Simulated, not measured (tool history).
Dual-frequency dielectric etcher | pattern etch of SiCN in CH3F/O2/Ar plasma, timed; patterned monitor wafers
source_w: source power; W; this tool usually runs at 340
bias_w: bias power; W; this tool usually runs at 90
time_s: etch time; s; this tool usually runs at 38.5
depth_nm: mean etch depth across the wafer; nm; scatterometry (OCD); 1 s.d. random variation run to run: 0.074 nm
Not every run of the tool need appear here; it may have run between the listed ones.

run	day	source_w	bias_w	time_s	read-back reference wafer on the same gauge, depth_nm	depth_nm
1	0	340	90	38.5	13.79	13.39
2	2.008	340	90	38.5	13.78	13.32
3	2.483	340	90	38.5	13.79	13.43
4	2.896	340	107	38.5	13.8	14.22
5	3.3	340	107	38.5	13.8	13.97
6	3.633	340	90	38.5	13.78	13.24
7	4.225	340	90	38.5	13.79	13.47
8	4.633	340	90	38.5	13.81	13.42
9	5.138	340	90	38.5	13.81	13.39
10	5.425	340	90	38.5	13.79	13.38
11	5.704	340	90	38.5	13.81	13.36
12	6.246	370	90	38.5	13.8	13.81
13	6.808	340	90	38.5	13.8	13.22
14	7.304	360	108	33	13.81	12.39
15	7.562	410	90	38.5	13.79	14.29
16	8.604	380	71	38.5	13.81	13.07
17	8.621	260	68	38.5	13.82	11.34
18	9.117	370	104	34.5	13.82	12.88
19	10.296	340	98	38.5	13.79	13.73
20	10.558	340	90	38.5	13.8	13.49
21	12.462	320	70	46	13.79	14.77
22	13.046	340	90	38.5	13.8	13.48
23	13.362	390	90	47.5	13.8	17.45
24	13.65	270	83	35	13.82	11.05
25	13.929	270	103	43.5	13.8	14.56
26	14.375	340	99	29.5	13.79	10.55
27	14.775	340	90	38.5	13.79	13.47
28	15.354	410	112	38.5	13.8	15.16
29	15.912	340	90	38.5	13.79	13.42
30	16.271	340	90	42	13.81	14.66
31	16.912	280	90	34	13.79	11.01

Not shown here: 5 entries made in the log between runs. Locate each between two listed runs and compare the hidden state at the listed run before it with the hidden state at the listed run after it:
After run 15, before run 16: upper electrode replaced (day 8.583)
  no hidden state differs between the two runs
After run 18, before run 19: wet clean of the chamber (day 10.275)
  no hidden state differs between the two runs
After run 19, before run 20: bias power generator calibrated (day 10.538)
  no hidden state differs between the two runs
After run 20, before run 21: gauge calibrated (day 11.262); source power generator calibrated (day 12.412)
  no hidden state differs between the two runs
